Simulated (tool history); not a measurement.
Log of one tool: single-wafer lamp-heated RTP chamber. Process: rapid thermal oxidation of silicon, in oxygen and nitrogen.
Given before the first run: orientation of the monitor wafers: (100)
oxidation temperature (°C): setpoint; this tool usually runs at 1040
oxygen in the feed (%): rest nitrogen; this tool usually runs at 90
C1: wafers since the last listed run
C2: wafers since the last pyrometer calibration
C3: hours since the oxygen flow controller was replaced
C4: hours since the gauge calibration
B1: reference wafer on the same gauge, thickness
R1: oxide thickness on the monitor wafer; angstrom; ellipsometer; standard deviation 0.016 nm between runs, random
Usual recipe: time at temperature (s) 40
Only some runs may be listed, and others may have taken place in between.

{"run": 1, "hour": 0.0, "oxidation temperature (°C)": 1040, "time at temperature (s)": 40, "oxygen in the feed (%)": 90, "C1": 0, "C2": 803, "C3": 6335.1, "C4": 371.3, "B1": 6.597, "R1": 70.5}
{"run": 2, "hour": 63.4, "oxidation temperature (°C)": 1040, "time at temperature (s)": 40, "oxygen in the feed (%)": 90, "C1": 402, "C2": 1205, "C3": 6398.5, "C4": 434.7, "B1": 6.6, "R1": 70.84}
{"run": 3, "hour": 122.1, "oxidation temperature (°C)": 1040, "time at temperature (s)": 40, "oxygen in the feed (%)": 90, "C1": 372, "C2": 1578, "C3": 6457.2, "C4": 493.4, "B1": 6.595, "R1": 70.78}
{"run": 4, "hour": 174.1, "oxidation temperature (°C)": 1053, "time at temperature (s)": 40, "oxygen in the feed (%)": 90, "C1": 329, "C2": 1908, "C3": 6509.2, "C4": 545.4, "B1": 6.604, "R1": 77.74}
{"run": 5, "hour": 201.4, "oxidation temperature (°C)": 1053, "time at temperature (s)": 40, "oxygen in the feed (%)": 90, "C1": 173, "C2": 2081, "C3": 6536.5, "C4": 572.7, "B1": 6.603, "R1": 77.55}
{"hour": 216.0, "done": "pyrometer window cleaned and pyrometer calibrated"}
{"run": 6, "hour": 262.3, "oxidation temperature (°C)": 1053, "time at temperature (s)": 40, "oxygen in the feed (%)": 90, "C1": 335, "C2": 293, "C3": 6597.4, "C4": 633.6, "B1": 6.6, "R1": 76.63}
{"run": 7, "hour": 309.3, "oxidation temperature (°C)": 1040, "time at temperature (s)": 40, "oxygen in the feed (%)": 98, "C1": 298, "C2": 591, "C3": 6644.4, "C4": 680.6, "B1": 6.601, "R1": 72.84}
{"run": 8, "hour": 357.1, "oxidation temperature (°C)": 1040, "time at temperature (s)": 40, "oxygen in the feed (%)": 98, "C1": 303, "C2": 894, "C3": 6692.2, "C4": 728.4, "B1": 6.602, "R1": 73.27}
{"hour": 367.6, "done": "gauge calibrated"}
{"run": 9, "hour": 389.2, "oxidation temperature (°C)": 1040, "time at temperature (s)": 40, "oxygen in the feed (%)": 98, "C1": 203, "C2": 1098, "C3": 6724.3, "C4": 21.6, "B1": 6.598, "R1": 73.38}
{"run": 10, "hour": 423.3, "oxidation temperature (°C)": 1040, "time at temperature (s)": 26, "oxygen in the feed (%)": 90, "C1": 216, "C2": 1314, "C3": 6758.4, "C4": 55.7, "B1": 6.599, "R1": 59.06}
{"run": 11, "hour": 486.0, "oxidation temperature (°C)": 1067, "time at temperature (s)": 40, "oxygen in the feed (%)": 90, "C1": 397, "C2": 1712, "C3": 6821.1, "C4": 118.4, "B1": 6.602, "R1": 85.29}
{"hour": 519.9, "done": "oxygen flow controller replaced"}
{"hour": 542.7, "done": "pyrometer window cleaned and pyrometer calibrated"}
{"run": 12, "hour": 543.2, "oxidation temperature (°C)": 1040, "time at temperature (s)": 27, "oxygen in the feed (%)": 82, "C1": 261, "C2": 3, "C3": 23.3, "C4": 175.6, "B1": 6.602, "R1": 57.17}
{"run": 13, "hour": 574.2, "oxidation temperature (°C)": 1012, "time at temperature (s)": 28, "oxygen in the feed (%)": 80, "C1": 196, "C2": 199, "C3": 54.3, "C4": 206.6, "B1": 6.597, "R1": 47.74}

For run 14, what comes out?
{"run": 14, "hour": 618.8, "oxidation temperature (°C)": 1058, "time at temperature (s)": 26, "oxygen in the feed (%)": 67, "C1": 282, "C2": 482, "C3": 98.9, "C4": 251.2, "B1": "?", "R1": "?"}

Run 14 measured B1 6.600, R1 59.92 angstrom.
The same run, on a tool lacking any hidden state, would have yielded R1 59.00 angstrom.

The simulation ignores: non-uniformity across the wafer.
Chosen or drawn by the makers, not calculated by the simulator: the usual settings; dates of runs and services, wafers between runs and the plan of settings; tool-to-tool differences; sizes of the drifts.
